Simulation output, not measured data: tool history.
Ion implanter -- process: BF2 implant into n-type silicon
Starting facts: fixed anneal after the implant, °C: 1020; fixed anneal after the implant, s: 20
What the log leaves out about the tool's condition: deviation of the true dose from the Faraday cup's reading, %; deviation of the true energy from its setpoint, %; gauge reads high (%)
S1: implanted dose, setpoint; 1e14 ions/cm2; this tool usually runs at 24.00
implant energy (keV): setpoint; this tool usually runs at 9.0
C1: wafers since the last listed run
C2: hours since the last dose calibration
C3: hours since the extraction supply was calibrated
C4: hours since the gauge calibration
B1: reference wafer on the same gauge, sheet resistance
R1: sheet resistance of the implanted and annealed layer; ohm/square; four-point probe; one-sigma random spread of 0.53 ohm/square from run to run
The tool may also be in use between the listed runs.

{"run": 1, "day": 0.0, "S1": 24.0, "implant energy (keV)": 9.0, "C1": 0, "C2": 92.6, "C3": 2346.0, "C4": 474.2, "B1": 191.02, "R1": 183.38}
{"run": 2, "day": 1.854, "S1": 24.0, "implant energy (keV)": 9.0, "C1": 441, "C2": 137.1, "C3": 2390.5, "C4": 518.7, "B1": 191.02, "R1": 183.05}
{"run": 3, "day": 4.429, "S1": 24.0, "implant energy (keV)": 9.0, "C1": 613, "C2": 198.9, "C3": 2452.3, "C4": 580.5, "B1": 190.92, "R1": 182.55}
{"run": 4, "day": 12.917, "S1": 28.59, "implant energy (keV)": 9.0, "C1": 2022, "C2": 402.6, "C3": 2656.0, "C4": 784.2, "B1": 191.17, "R1": 182.69}
{"day": 15.346, "done": "extraction supply calibrated"}
{"run": 5, "day": 15.567, "S1": 28.59, "implant energy (keV)": 9.0, "C1": 552, "C2": 466.2, "C3": 5.3, "C4": 847.8, "B1": 190.84, "R1": 183.18}
{"day": 17.896, "done": "Faraday cup replaced and dose calibrated"}
{"run": 6, "day": 18.471, "S1": 24.0, "implant energy (keV)": 9.0, "C1": 612, "C2": 13.8, "C3": 75.0, "C4": 917.5, "B1": 190.86, "R1": 182.67}
{"run": 7, "day": 19.962, "S1": 26.11, "implant energy (keV)": 6.5, "C1": 355, "C2": 49.6, "C3": 110.8, "C4": 953.3, "B1": 190.89, "R1": 197.91}
{"run": 8, "day": 21.992, "S1": 24.0, "implant energy (keV)": 9.0, "C1": 483, "C2": 98.3, "C3": 159.5, "C4": 1002.0, "B1": 191.15, "R1": 182.42}
{"run": 9, "day": 23.542, "S1": 24.0, "implant energy (keV)": 9.0, "C1": 369, "C2": 135.5, "C3": 196.7, "C4": 1039.2, "B1": 191.12, "R1": 183.16}
{"run": 10, "day": 25.208, "S1": 24.0, "implant energy (keV)": 9.0, "C1": 397, "C2": 175.5, "C3": 236.7, "C4": 1079.2, "B1": 190.97, "R1": 183.04}
{"run": 11, "day": 26.254, "S1": 18.71, "implant energy (keV)": 12.0, "C1": 249, "C2": 200.6, "C3": 261.8, "C4": 1104.3, "B1": 190.93, "R1": 169.8}
{"run": 12, "day": 28.546, "S1": 24.0, "implant energy (keV)": 9.0, "C1": 546, "C2": 255.6, "C3": 316.8, "C4": 1159.3, "B1": 191.2, "R1": 181.91}
{"day": 29.275, "done": "gauge calibrated"}
{"run": 13, "day": 31.288, "S1": 30.85, "implant energy (keV)": 9.0, "C1": 653, "C2": 321.4, "C3": 382.6, "C4": 48.3, "B1": 191.07, "R1": 182.41}
{"run": 14, "day": 33.996, "S1": 19.91, "implant energy (keV)": 10.5, "C1": 645, "C2": 386.4, "C3": 447.6, "C4": 113.3, "B1": 191.28, "R1": 175.27}
{"run": 15, "day": 36.767, "S1": 26.31, "implant energy (keV)": 7.0, "C1": 660, "C2": 452.9, "C3": 514.1, "C4": 179.8, "B1": 190.84, "R1": 196.16}
{"run": 16, "day": 38.342, "S1": 17.01, "implant energy (keV)": 10.0, "C1": 375, "C2": 490.7, "C3": 551.9, "C4": 217.6, "B1": 190.78, "R1": 179.92}
{"run": 17, "day": 40.142, "S1": 24.0, "implant energy (keV)": 7.5, "C1": 428, "C2": 533.9, "C3": 595.1, "C4": 260.8, "B1": 191.08, "R1": 190.75}
{"run": 18, "day": 41.896, "S1": 24.0, "implant energy (keV)": 9.0, "C1": 417, "C2": 576.0, "C3": 637.2, "C4": 302.9, "B1": 190.92, "R1": 183.02}
{"run": 19, "day": 44.225, "S1": 30.62, "implant energy (keV)": 11.5, "C1": 554, "C2": 631.9, "C3": 693.1, "C4": 358.8, "B1": 191.0, "R1": 169.7}
{"run": 20, "day": 45.896, "S1": 24.0, "implant energy (keV)": 9.0, "C1": 398, "C2": 672.0, "C3": 733.2, "C4": 398.9, "B1": 191.07, "R1": 182.42}
{"day": 46.833, "done": "Faraday cup replaced and dose calibrated"}
{"run": 21, "day": 47.558, "S1": 28.08, "implant energy (keV)": 9.0, "C1": 316, "C2": 17.4, "C3": 773.1, "C4": 438.8, "B1": 190.92, "R1": 183.01}

Give the tool's hidden conditions for every run:
deviation of the true dose from the Faraday cup's reading, %: 0, the same for each run
deviation of the true energy from its setpoint, %: 0, the same for each run
gauge reads high (%): 0, the same for each run

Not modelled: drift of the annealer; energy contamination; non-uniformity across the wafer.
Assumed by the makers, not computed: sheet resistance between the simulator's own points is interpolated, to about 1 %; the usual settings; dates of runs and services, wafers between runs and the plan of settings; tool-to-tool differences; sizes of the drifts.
